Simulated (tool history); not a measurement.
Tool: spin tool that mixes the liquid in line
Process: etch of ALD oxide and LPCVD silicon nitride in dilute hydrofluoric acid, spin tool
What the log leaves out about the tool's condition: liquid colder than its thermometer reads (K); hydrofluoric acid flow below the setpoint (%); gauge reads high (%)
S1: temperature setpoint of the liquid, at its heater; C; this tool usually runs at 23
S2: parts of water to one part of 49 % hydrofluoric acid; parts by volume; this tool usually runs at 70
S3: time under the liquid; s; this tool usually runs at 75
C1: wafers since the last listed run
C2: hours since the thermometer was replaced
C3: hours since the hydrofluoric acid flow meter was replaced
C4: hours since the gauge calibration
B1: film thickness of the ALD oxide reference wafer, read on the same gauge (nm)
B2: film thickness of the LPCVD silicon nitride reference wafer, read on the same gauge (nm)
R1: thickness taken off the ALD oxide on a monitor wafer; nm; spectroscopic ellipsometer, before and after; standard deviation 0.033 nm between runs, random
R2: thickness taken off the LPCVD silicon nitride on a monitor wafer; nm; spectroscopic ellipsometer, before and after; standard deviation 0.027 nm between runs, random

{"run": 1, "day": 0.0, "S1": 23, "S2": 70, "S3": 75, "C1": 0, "C2": 1740.1, "C3": 263.9, "C4": 2348.1, "B1": 30.02, "B2": 50.009, "R1": 10.62, "R2": 0.498}
{"run": 2, "day": 4.292, "S1": 23, "S2": 70, "S3": 75, "C1": 954, "C2": 1843.1, "C3": 366.9, "C4": 2451.1, "B1": 29.97, "B2": 49.992, "R1": 10.64, "R2": 0.492}
{"run": 3, "day": 7.904, "S1": 23, "S2": 70, "S3": 75, "C1": 803, "C2": 1929.8, "C3": 453.6, "C4": 2537.8, "B1": 30.01, "B2": 50.018, "R1": 10.56, "R2": 0.525}
{"run": 4, "day": 11.862, "S1": 23, "S2": 80, "S3": 75, "C1": 880, "C2": 2024.8, "C3": 548.6, "C4": 2632.8, "B1": 30.01, "B2": 49.982, "R1": 9.12, "R2": 0.426}
{"run": 5, "day": 14.708, "S1": 23, "S2": 70, "S3": 55, "C1": 632, "C2": 2093.1, "C3": 616.9, "C4": 2701.1, "B1": 30.02, "B2": 49.98, "R1": 7.74, "R2": 0.382}
{"run": 6, "day": 16.95, "S1": 23, "S2": 70, "S3": 75, "C1": 498, "C2": 2146.9, "C3": 670.7, "C4": 2754.9, "B1": 29.99, "B2": 49.984, "R1": 10.5, "R2": 0.487}
{"run": 7, "day": 20.042, "S1": 20.5, "S2": 70, "S3": 75, "C1": 687, "C2": 2221.1, "C3": 744.9, "C4": 2829.1, "B1": 29.98, "B2": 49.999, "R1": 9.48, "R2": 0.443}
{"run": 8, "day": 23.729, "S1": 21.5, "S2": 80, "S3": 75, "C1": 819, "C2": 2309.6, "C3": 833.4, "C4": 2917.6, "B1": 30.01, "B2": 49.945, "R1": 8.52, "R2": 0.38}
{"run": 9, "day": 26.542, "S1": 23, "S2": 70, "S3": 75, "C1": 625, "C2": 2377.1, "C3": 900.9, "C4": 2985.1, "B1": 29.95, "B2": 50, "R1": 10.51, "R2": 0.478}
{"run": 10, "day": 29.938, "S1": 25, "S2": 70, "S3": 75, "C1": 754, "C2": 2458.6, "C3": 982.4, "C4": 3066.6, "B1": 29.99, "B2": 50.004, "R1": 11.33, "R2": 0.543}
{"run": 11, "day": 34.062, "S1": 21.5, "S2": 70, "S3": 75, "C1": 917, "C2": 2557.6, "C3": 1081.4, "C4": 3165.6, "B1": 30.03, "B2": 50.025, "R1": 9.88, "R2": 0.474}
{"run": 12, "day": 38.1, "S1": 25.5, "S2": 50, "S3": 115, "C1": 897, "C2": 2654.5, "C3": 1178.3, "C4": 3262.5, "B1": 30, "B2": 50.003, "R1": 25.45, "R2": 1.312}
{"day": 39.396, "done": "thermometer replaced"}
{"day": 40.871, "done": "hydrofluoric acid flow meter replaced"}
{"run": 13, "day": 41.483, "S1": 19.5, "S2": 100, "S3": 90, "C1": 733, "C2": 50.1, "C3": 14.7, "C4": 3343.7, "B1": 30.01, "B2": 50.041, "R1": 7.5, "R2": 0.354}
{"day": 43.708, "done": "gauge calibrated"}
{"run": 14, "day": 45.412, "S1": 23, "S2": 70, "S3": 75, "C1": 873, "C2": 144.4, "C3": 109, "C4": 40.9, "B1": 29.98, "B2": 49.98, "R1": 10.64, "R2": 0.519}
{"run": 15, "day": 49.271, "S1": 23, "S2": 70, "S3": 75, "C1": 857, "C2": 237, "C3": 201.6, "C4": 133.5, "B1": 30.01, "B2": 50.023, "R1": 10.67, "R2": 0.507}
{"run": 16, "day": 53.538, "S1": 23, "S2": 70, "S3": 75, "C1": 948, "C2": 339.4, "C3": 304, "C4": 235.9, "B1": 30.05, "B2": 49.988, "R1": 10.63, "R2": 0.515}
{"run": 17, "day": 55.371, "S1": 23, "S2": 70, "S3": 75, "C1": 407, "C2": 383.4, "C3": 348, "C4": 279.9, "B1": 29.94, "B2": 50.004, "R1": 10.54, "R2": 0.519}
{"run": 18, "day": 59.192, "S1": 18, "S2": 80, "S3": 75, "C1": 849, "C2": 475.1, "C3": 439.7, "C4": 371.6, "B1": 30, "B2": 50.003, "R1": 7.41, "R2": 0.339}
{"run": 19, "day": 62.054, "S1": 23, "S2": 70, "S3": 75, "C1": 636, "C2": 543.8, "C3": 508.4, "C4": 440.3, "B1": 30.05, "B2": 49.979, "R1": 10.55, "R2": 0.535}
{"run": 20, "day": 64.379, "S1": 21.5, "S2": 70, "S3": 55, "C1": 516, "C2": 599.6, "C3": 564.2, "C4": 496.1, "B1": 30.01, "B2": 50.004, "R1": 7.25, "R2": 0.348}
{"run": 21, "day": 68.642, "S1": 23, "S2": 70, "S3": 75, "C1": 947, "C2": 701.9, "C3": 666.5, "C4": 598.4, "B1": 29.99, "B2": 49.995, "R1": 10.49, "R2": 0.515}
{"run": 22, "day": 79.142, "S1": 25.5, "S2": 70, "S3": 100, "C1": 2334, "C2": 953.9, "C3": 918.5, "C4": 850.4, "B1": 30.04, "B2": 50.036, "R1": 15.44, "R2": 0.715}
{"run": 23, "day": 83.358, "S1": 21.5, "S2": 85, "S3": 75, "C1": 937, "C2": 1055.1, "C3": 1019.7, "C4": 951.6, "B1": 29.95, "B2": 50.031, "R1": 7.98, "R2": 0.388}
{"run": 24, "day": 86.546, "S1": 24.5, "S2": 55, "S3": 75, "C1": 708, "C2": 1131.6, "C3": 1096.2, "C4": 1028.1, "B1": 29.97, "B2": 50.026, "R1": 14.43, "R2": 0.669}

Expected results for the next run?
{"run": 25, "day": 90.279, "S1": 25, "S2": 95, "S3": 75, "C1": 829, "C2": 1221.2, "C3": 1185.8, "C4": 1117.7, "B1": "?", "B2": "?", "R1": "?", "R2": "?"}

Run 25 yielded B1 29.99, B2 50.015, R1 8.11 nm, R2 0.435 nm.
If the tool had no hidden condition, the same run with the same run-to-run variation would have returned R1 8.24 nm, R2 0.441 nm.
